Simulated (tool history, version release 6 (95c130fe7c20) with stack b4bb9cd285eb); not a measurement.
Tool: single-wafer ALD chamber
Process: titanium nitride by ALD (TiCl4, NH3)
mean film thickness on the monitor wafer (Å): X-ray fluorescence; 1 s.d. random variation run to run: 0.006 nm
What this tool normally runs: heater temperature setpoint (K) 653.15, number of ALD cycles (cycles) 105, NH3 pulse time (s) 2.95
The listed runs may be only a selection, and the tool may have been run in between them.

run   hour  heater temperature setpoint (K)  number of ALD cycles (cycles)  NH3 pulse time (s)  wafers since the last listed run  hours since the last thermocouple change  hours since the showerhead was replaced  hours since the gauge calibration  read-back reference wafer on the same gauge, thickness_nm  mean film thickness on the monitor wafer (Å)
  1    0.0                           653.15                            105                2.95                                 0                                     944.2                                   3345.3                              415.3                                                      2.087                                         24.23
  2   21.6                           653.15                            105                2.95                                47                                     965.8                                   3366.9                              436.9                                                      2.088                                         24.25
  3   40.6                           653.15                            105                2.95                                42                                     984.8                                   3385.9                              455.9                                                      2.089                                         24.19
  4   55.1                           653.15                            105                2.95                                32                                     999.3                                   3400.4                              470.4                                                      2.090                                         24.22
  5   67.8                           653.15                            105                2.95                                28                                    1012.0                                   3413.1                              483.1                                                      2.090                                         24.26
  6   94.9                           653.15                             97                3.26                                60                                    1039.1                                   3440.2                              510.2                                                      2.091                                         22.71
  7  125.9                           659.15                            105                2.95                                68                                    1070.1                                   3471.2                              541.2                                                      2.092                                         24.44
  8  152.2                           659.15                            105                2.95                                58                                    1096.4                                   3497.5                              567.5                                                      2.093                                         24.47
  9  169.4                           653.15                             98                2.95                                38                                    1113.6                                   3514.7                              584.7                                                      2.094                                         22.66
 10  205.2                           653.15                             98                2.95                                79                                    1149.4                                   3550.5                              620.5                                                      2.096                                         22.75
 11  235.6                           653.15                            105                2.95                                67                                    1179.8                                   3580.9                              650.9                                                      2.097                                         24.38
 12  260.2                           653.15                            105                2.95                                54                                    1204.4                                   3605.5                              675.5                                                      2.099                                         24.36
 13  292.0                           653.15                            117                2.95                                70                                    1236.2                                   3637.3                              707.3                                                      2.100                                         27.15
 14  327.4                           653.15                            117                2.95                                78                                    1271.6                                   3672.7                              742.7                                                      2.102                                         27.13
 15  354.6                           646.15                             95                2.95                                60                                    1298.8                                   3699.9                              769.9                                                      2.105                                         21.97
 16  386.6                           664.15                            105                2.31                                71                                    1330.8                                   3731.9                              801.9                                                      2.107                                         24.22
     394.1  -- gauge calibrated
     417.2  -- thermocouple changed; heater temperature recalibrated
 17  417.7                           653.15                             97                3.26                                51                                       0.5                                   3763.0                               23.6                                                      2.080                                         22.47
 18  440.0                           660.15                            105                2.95                                49                                      22.8                                   3785.3                               45.9                                                      2.080                                         24.17
     452.4  -- showerhead replaced
 19  456.5                           666.15                            105                2.95                                18                                      39.3                                      4.1                               62.4                                                      2.080                                         24.43
 20  484.5                           649.15                            114                2.95                                62                                      67.3                                     32.1                               90.4                                                      2.080                                         26.20
 21  561.7                           645.15                            105                2.25                               171                                     144.5                                    109.3                              167.6                                                      2.082                                         23.30
 22  581.1                           653.15                            105                2.95                                43                                     163.9                                    128.7                              187.0                                                      2.081                                         24.17

Run 23 is up next; what results do you expect?
 23  643.6                           653.15                            105                2.95                               138                                     226.4                                    191.2                              249.5                                                          ?                                             ?

Run 23 came out at read-back reference wafer on the same gauge, thickness_nm 2.082, mean film thickness on the monitor wafer (Å) 24.16.
With the hidden condition absent and the run-to-run variation left alone, this run would have shown mean film thickness on the monitor wafer (Å) 24.12.

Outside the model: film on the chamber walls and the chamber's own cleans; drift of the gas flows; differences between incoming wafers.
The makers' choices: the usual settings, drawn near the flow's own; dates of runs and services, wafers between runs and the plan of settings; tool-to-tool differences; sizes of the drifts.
